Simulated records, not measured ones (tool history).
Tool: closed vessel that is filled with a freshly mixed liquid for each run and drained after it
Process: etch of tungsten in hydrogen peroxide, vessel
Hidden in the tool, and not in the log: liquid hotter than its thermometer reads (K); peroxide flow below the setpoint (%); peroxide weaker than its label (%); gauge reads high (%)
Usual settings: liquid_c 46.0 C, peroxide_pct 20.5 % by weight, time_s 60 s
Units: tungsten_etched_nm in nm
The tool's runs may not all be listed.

run    hour  liquid_c  peroxide_pct  time_s  wafers since the last listed run  hours since the thermometer was replaced  hours since the peroxide flow meter was replaced  hours since the drum of peroxide was connected  hours since the gauge calibration  read-back film thickness of the tungsten reference wafer, read on the same gauge (nm)  tungsten_etched_nm
  1     0.0      46.0          20.5      60                                 0                                    2775.3                                             135.0                                           694.0                             1050.0                                                                                 100.01               80.54
  2   105.3      46.0          20.5      60                             10254                                    2880.6                                             240.3                                           799.3                             1155.3                                                                                 100.00               79.69
      164.1  -- thermometer replaced
  3   175.2      46.0          20.5      60                              6709                                      11.1                                             310.2                                           869.2                             1225.2                                                                                  99.99               78.26
  4   229.2      46.0          20.5      60                              5258                                      65.1                                             364.2                                           923.2                             1279.2                                                                                  99.98               78.33
  5   322.3      46.0          20.5      60                              9066                                     158.2                                             457.3                                          1016.3                             1372.3                                                                                  99.99               77.84
      332.1  -- new drum of peroxide connected
  6   417.0      46.0          20.5      60                              9124                                     252.9                                             552.0                                            84.9                             1467.0                                                                                 100.00               78.45
  7   547.5      48.0          20.5      60                             12708                                     383.4                                             682.5                                           215.4                             1597.5                                                                                  99.99               88.25
      581.6  -- peroxide flow meter replaced
  8   643.3      48.0          20.5      60                              9231                                     479.2                                              61.7                                           311.2                             1693.3                                                                                 100.02               88.61
  9   733.9      46.0          20.5      60                              8822                                     569.8                                             152.3                                           401.8                             1783.9                                                                                  99.99               78.37
 10   806.4      52.5          20.5      80                              7060                                     642.3                                             224.8                                           474.3                             1856.4                                                                                 100.00              157.04
 11   854.0      46.0          25.0      60                              4635                                     689.9                                             272.4                                           521.9                             1904.0                                                                                 100.00               86.82
      937.3  -- gauge calibrated
 12   940.0      38.5          17.0      60                              8374                                     775.9                                             358.4                                           607.9                                2.7                                                                                  99.99               44.79
 13  1029.6      39.0          15.0      85                              8725                                     865.5                                             448.0                                           697.5                               92.3                                                                                 100.00               60.99
 14  1109.8      41.5          18.0      60                              7809                                     945.7                                             528.2                                           777.7                              172.5                                                                                 100.00               55.76
 15  1162.7      52.0          26.5      60                              5151                                     998.6                                             581.1                                           830.6                              225.4                                                                                  99.96              129.29
 16  1217.7      46.0          20.5      60                              5355                                    1053.6                                             636.1                                           885.6                              280.4                                                                                  99.98               78.71
 17  1286.6      46.0          20.5      60                              6709                                    1122.5                                             705.0                                           954.5                              349.3                                                                                 100.03               79.17
     1359.9  -- new drum of peroxide connected
 18  1394.6      46.0          20.5      60                             10419                                    1230.5                                             813.0                                            34.7                              457.3                                                                                 100.00               79.62
 19  1434.8      54.5          20.5      75                              3914                                    1270.7                                             853.2                                            74.9                              497.5                                                                                 100.01              167.60
     1437.3  -- peroxide flow meter replaced
 20  1533.0      46.0          20.5      60                              9465                                    1368.9                                              95.7                                           173.1                              595.7                                                                                 100.01               79.43
 21  1569.9      46.0          25.5      30                              3593                                    1405.8                                             132.6                                           210.0                              632.6                                                                                  99.99               43.80
 22  1676.4      43.5          25.5      60                             10371                                    1512.3                                             239.1                                           316.5                              739.1                                                                                 100.00               75.77
 23  1750.4      46.0          20.5      60                              7206                                    1586.3                                             313.1                                           390.5                              813.1                                                                                  99.98               78.62
 24  1788.4      38.5          14.5      30                              3700                                    1624.3                                             351.1                                           428.5                              851.1                                                                                 100.00               20.86
 25  1831.7      53.5          14.5      60                              4216                                    1667.6                                             394.4                                           471.8                              894.4                                                                                  99.99              105.51
 26  1873.2      49.5          18.0      60                              4041                                    1709.1                                             435.9                                           513.3                              935.9                                                                                  99.98               91.59
 27  1948.9      46.0          20.5      60                              7371                                    1784.8                                             511.6                                           589.0                             1011.6                                                                                 100.00               79.04
 28  1998.4      46.0          20.5      60                              4820                                    1834.3                                             561.1                                           638.5                             1061.1                                                                                  99.99               79.44
 29  2078.3      36.5          15.0      75                              7780                                    1914.2                                             641.0                                           718.4                             1141.0                                                                                 100.00               46.65
     2119.3  -- peroxide flow meter replaced
 30  2144.1      46.0          20.5      75                              6310                                    1980.0                                              24.8                                           784.2                             1206.8                                                                                  99.99               99.79
 31  2337.2      54.0          25.5      60                             18804                                    2173.1                                             217.9                                           977.3                             1399.9                                                                                  99.98              145.07

The same runs without the tool's hidden state, with the same run-to-run variation:
run  tungsten_etched_nm
  1               78.30
  2               77.43
  3               78.12
  4               78.14
  5               77.59
  6               78.16
  7               87.82
  8               88.07
  9               77.83
 10              155.91
 11               86.17
 12               44.38
 13               60.40
 14               55.19
 15              127.97
 16               77.87
 17               78.28
 18               78.63
 19              165.62
 20               78.34
 21               43.20
 22               74.63
 23               77.40
 24               20.52
 25              103.88
 26               90.09
 27               77.66
 28               78.06
 29               45.76
 30               97.93
 31              142.25

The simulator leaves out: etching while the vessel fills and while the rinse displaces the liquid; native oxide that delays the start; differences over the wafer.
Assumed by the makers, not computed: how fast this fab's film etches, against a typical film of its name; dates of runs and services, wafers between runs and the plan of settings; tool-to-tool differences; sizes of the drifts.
